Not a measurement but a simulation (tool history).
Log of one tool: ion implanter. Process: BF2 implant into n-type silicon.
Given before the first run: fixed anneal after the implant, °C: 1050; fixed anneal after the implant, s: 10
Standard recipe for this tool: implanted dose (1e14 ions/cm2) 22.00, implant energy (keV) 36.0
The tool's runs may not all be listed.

run   hour  implanted dose (1e14 ions/cm2)  implant energy (keV)  wafers since the last listed run  hours since the last dose calibration  hours since the extraction supply was calibrated  hours since the gauge calibration  read-back reference wafer on the same gauge, sheet resistance  sheet resistance of the implanted and annealed layer (ohm/square)
  1    0.0                           17.41                  28.0                                 0                                  768.1                                            5068.0                              210.5                                                          93.69                                                             113.95
  2   11.9                           22.00                  36.0                               116                                  780.0                                            5079.9                              222.4                                                          93.76                                                              98.47
  3   29.5                           22.00                  36.0                               172                                  797.6                                            5097.5                              240.0                                                          93.79                                                              98.64
  4   45.7                           22.00                  36.0                               158                                  813.8                                            5113.7                              256.2                                                          93.79                                                              98.40
  5   61.1                           22.00                  28.5                               150                                  829.2                                            5129.1                              271.6                                                          93.82                                                             109.36
  6   71.6                           22.00                  36.0                               102                                  839.7                                            5139.6                              282.1                                                          93.82                                                              98.63
  7   87.8                           22.00                  36.0                               158                                  855.9                                            5155.8                              298.3                                                          93.79                                                              98.49
  8   99.5                           19.97                  36.0                               114                                  867.6                                            5167.5                              310.0                                                          93.83                                                             100.01
  9  116.3                           19.97                  36.0                               164                                  884.4                                            5184.3                              326.8                                                          93.87                                                              99.95
 10  123.1                           19.97                  36.0                                66                                  891.2                                            5191.1                              333.6                                                          93.80                                                              99.97
 11  154.4                           22.00                  36.0                               306                                  922.5                                            5222.4                              364.9                                                          93.95                                                              98.64
 12  176.4                           22.00                  36.0                               215                                  944.5                                            5244.4                              386.9                                                          94.02                                                              98.54
 13  188.1                           22.00                  36.0                               114                                  956.2                                            5256.1                              398.6                                                          94.01                                                              98.75
 14  234.1                           22.00                  36.0                               450                                 1002.2                                            5302.1                              444.6                                                          94.09                                                              98.52
 15  242.2                           18.70                  36.0                                79                                 1010.3                                            5310.2                              452.7                                                          93.98                                                             101.49
 16  256.4                           22.00                  36.0                               139                                 1024.5                                            5324.4                              466.9                                                          94.08                                                              98.67
 17  264.9                           19.20                  47.0                                83                                 1033.0                                            5332.9                              475.4                                                          94.11                                                              89.62
 18  274.9                           26.69                  24.0                                97                                 1043.0                                            5342.9                              485.4                                                          94.11                                                             116.58
     291.6  -- extraction supply calibrated
 19  292.1                           22.00                  45.0                                90                                 1060.2                                               0.5                              502.6                                                          94.17                                                              88.86
 20  297.8                           16.40                  43.0                                55                                 1065.9                                               6.2                              508.3                                                          94.11                                                              97.77
 21  305.5                           17.20                  30.0                                75                                 1073.6                                              13.9                              516.0                                                          94.13                                                             111.51
 22  318.7                           22.00                  36.0                               129                                 1086.8                                              27.1                              529.2                                                          94.13                                                              99.06
     333.6  -- gauge calibrated
 23  344.5                           26.01                  24.0                               252                                 1112.6                                              52.9                               10.9                                                          93.55                                                             116.21
 24  360.4                           19.20                  47.0                               155                                 1128.5                                              68.8                               26.8                                                          93.59                                                              89.21
 25  378.0                           26.12                  40.5                               172                                 1146.1                                              86.4                               44.4                                                          93.54                                                              90.85
 26  393.3                           24.01                  29.5                               149                                 1161.4                                             101.7                               59.7                                                          93.53                                                             106.76
     411.0  -- Faraday cup replaced and dose calibrated
 27  416.2                           22.00                  36.0                               145                                    5.2                                             124.6                               82.6                                                          93.63                                                              98.27
 28  433.5                           27.93                  46.0                               169                                   22.5                                             141.9                               99.9                                                          93.60                                                              84.05
 29  445.2                           22.00                  45.0                               114                                   34.2                                             153.6                              111.6                                                          93.62                                                              88.30
 30  455.4                           26.30                  43.0                                99                                   44.4                                             163.8                              121.8                                                          93.68                                                              88.06
 31  469.1                           22.00                  36.0                               134                                   58.1                                             177.5                              135.5                                                          93.67                                                              98.22
 32  477.2                           17.78                  29.0                                79                                   66.2                                             185.6                              143.6                                                          93.69                                                             111.72
 33  488.9                           27.07                  43.0                               114                                   77.9                                             197.3                              155.3                                                          93.67                                                              87.87
 34  500.3                           23.85                  36.0                               111                                   89.3                                             208.7                              166.7                                                          93.69                                                              97.16
 35  512.9                           22.00                  36.0                               123                                  101.9                                             221.3                              179.3                                                          93.70                                                              98.56
 36  524.1                           24.51                  42.0                               109                                  113.1                                             232.5                              190.5                                                          93.83                                                              89.93

Run 37 is up next; what results do you expect?
 37  542.2                           26.12                  40.5                               177                                  131.2                                             250.6                              208.6                                                              ?                                                                  ?

Run 37 yielded read-back reference wafer on the same gauge, sheet resistance 93.75, sheet resistance of the implanted and annealed layer (ohm/square) 91.10.
Take away the tool's hidden state, keep the run-to-run variation as it was, and the same run would have given sheet resistance of the implanted and annealed layer (ohm/square) 90.82.
